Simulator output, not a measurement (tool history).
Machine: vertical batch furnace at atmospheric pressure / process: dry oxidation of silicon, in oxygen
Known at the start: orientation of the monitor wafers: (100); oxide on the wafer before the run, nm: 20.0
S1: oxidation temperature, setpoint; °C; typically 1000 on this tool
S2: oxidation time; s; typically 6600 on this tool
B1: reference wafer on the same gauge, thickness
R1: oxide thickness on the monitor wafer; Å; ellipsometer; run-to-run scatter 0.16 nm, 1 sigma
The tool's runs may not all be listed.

run    hour    S1    S2     B1     R1
  1       0  1000  6600  80.42  724.1
  2      43  1000  6600   80.4    725
  3   116.3  1000  6600  80.39    724
  4   345.8  1017  6600   80.4  833.9
  5   390.6  1000  6600  80.43  727.3
  6   479.6  1000  6600  80.39  723.7
  7   537.5   982  6600  80.38  634.7
  8   578.3   982  6600  80.38  633.7
  9   683.5   982  6600  80.41  632.8
 10   778.1  1000  4320  80.39  559.9
 11   856.1  1000  4320  80.39  562.8
 12   902.2  1000  6600  80.43  722.8
      999.9  -- thermocouples replaced and temperature profile calibrated
     1000.2  -- boat lift adjusted
 13  1000.7   990  6600  80.42    691
     1057.4  -- gauge calibrated
 14  1079.3   982  8640  80.41  767.5
 15  1131.9   988  4080  80.39  512.8
 16  1174.5  1000  6600  80.44  745.7
 17  1221.6  1000  3480  80.38  511.5
 18  1302.7   993  9120  80.38    858
 19  1390.8  1000  6600  80.41  744.6
 20  1479.8  1000  3360   80.4    501
 21  1534.1  1011  3540  80.41  562.1
 22  1590.1  1000  6600   80.4  736.7
 23  1678.2  1022  4350  80.38  688.5

4 options for the next run, each taken on its own from the tool as it stands now. Forecast them:
  A  1683.6  1000  6600   ?   ?
  B  1683.6   978  3630   ?   ?
  C  1683.6   982  5760   ?   ?
  D  1683.6   987  8790   ?   ?

run     B1     R1
  A  80.36  737.7
  B  80.36  449.8
  C  80.36  594.3
  D  80.36    797
With the hidden condition removed and each run's random variation left untouched, the same runs would have given:
run     R1
  A  748.2
  B    454
  C  600.8
  D    807
